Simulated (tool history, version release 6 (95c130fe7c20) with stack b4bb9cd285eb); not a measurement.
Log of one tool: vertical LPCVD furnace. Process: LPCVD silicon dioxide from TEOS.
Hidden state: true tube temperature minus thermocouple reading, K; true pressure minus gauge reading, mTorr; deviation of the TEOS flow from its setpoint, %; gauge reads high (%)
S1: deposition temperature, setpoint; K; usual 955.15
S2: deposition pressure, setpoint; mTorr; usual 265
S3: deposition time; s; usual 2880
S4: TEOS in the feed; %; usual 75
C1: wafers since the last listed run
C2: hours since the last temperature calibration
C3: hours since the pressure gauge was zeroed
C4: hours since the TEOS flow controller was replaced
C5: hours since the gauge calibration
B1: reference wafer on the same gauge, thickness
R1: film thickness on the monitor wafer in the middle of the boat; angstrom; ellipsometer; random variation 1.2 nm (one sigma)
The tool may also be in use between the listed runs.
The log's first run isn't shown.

run     day      S1   S2    S3  S4    C1      C2      C3      C4      C5      B1      R1
  2   1.979  955.15  265  2880  75   727  3910.9  1712.1  4281.9   610.3  199.95  2293.3
  3   3.058  955.15  265  2880  75   396  3936.8  1738.0  4307.8   636.2  200.04  2305.9
  4   4.088  955.15  265  2880  75   378  3961.5  1762.7  4332.5   660.9  200.07  2291.5
  5   5.162  955.15  265  2880  75   395  3987.3  1788.5  4358.3   686.7  200.32  2309.4
  6   8.888  955.15  265  2880  75  1370  4076.7  1877.9  4447.7   776.1  199.99  2309.7
  7  11.454  955.15  265  2250  75   944  4138.3  1939.5  4509.3   837.7  199.77  1808.2
  8  12.633  955.15  265  2880  75   433  4166.6  1967.8  4537.6   866.0  199.90  2293.4
  9  15.104  955.15  265  2880  75   908  4225.9  2027.1  4596.9   925.3  199.78  2323.5
 10  17.879  955.15  265  2880  75  1020  4292.5  2093.7  4663.5   991.9  200.10  2332.5
 11  19.042  955.15  265  3720  75   427  4320.4  2121.6  4691.4  1019.8  200.09  2973.3
 12  21.762  955.15  265  3720  75  1000  4385.7  2186.9  4756.7  1085.1  200.31  3029.5
 13  23.712  961.15  215  2880  75   717  4432.5  2233.7  4803.5  1131.9  200.06  2427.0
 14  25.192  961.15  215  2880  75   544  4468.0  2269.2  4839.0  1167.4  199.79  2415.9
 15  26.346  961.15  215  2880  75   424  4495.7  2296.9  4866.7  1195.1  199.57  2440.3
 16  29.142  955.15  265  2880  75  1028  4562.8  2364.0  4933.8  1262.2  200.06  2346.1
     30.496  -- pressure gauge zeroed
     30.738  -- TEOS flow controller replaced
     31.550  -- thermocouples replaced and temperature profile calibrated
 17  31.571  961.15  215  2880  75   138     0.5    25.8    20.0  1320.5  199.85  2569.5
 18  32.808  955.15  265  2880  75   455    30.2    55.5    49.7  1350.2  199.95  2474.2
 19  34.292  955.15  265  2580  82   545    65.8    91.1    85.3  1385.8  199.73  2321.1
 20  37.071  955.15  265  2880  75  1022   132.5   157.8   152.0  1452.5  200.25  2484.3
 21  38.112  955.15  265  2880  75   383   157.5   182.8   177.0  1477.5  200.06  2454.1
     39.408  -- thermocouples replaced and temperature profile calibrated, repeated, since the last time left the tool worse
 22  39.612  955.15  265  2370  75   183     4.9   218.8   213.0  1513.5  199.93  1819.0
 23  41.017  955.15  265  2880  75   516    38.6   252.5   246.7  1547.2  199.91  2192.2
 24  43.638  962.15  305  3180  75   964   101.5   315.4   309.6  1610.1  199.99  3068.1
     44.825  -- gauge calibrated
 25  45.842  955.15  280  3330  63   810   154.4   368.3   362.5    24.4  199.85  2398.3

Forecast run 26:
 26  48.462  963.15  265  2310  75  964  217.3  431.2  425.4  87.3   ?   ?

B1: 199.67
R1: 2153.9 angstrom
Without the tool's hidden state the same run would have given R1 2131.7 angstrom.
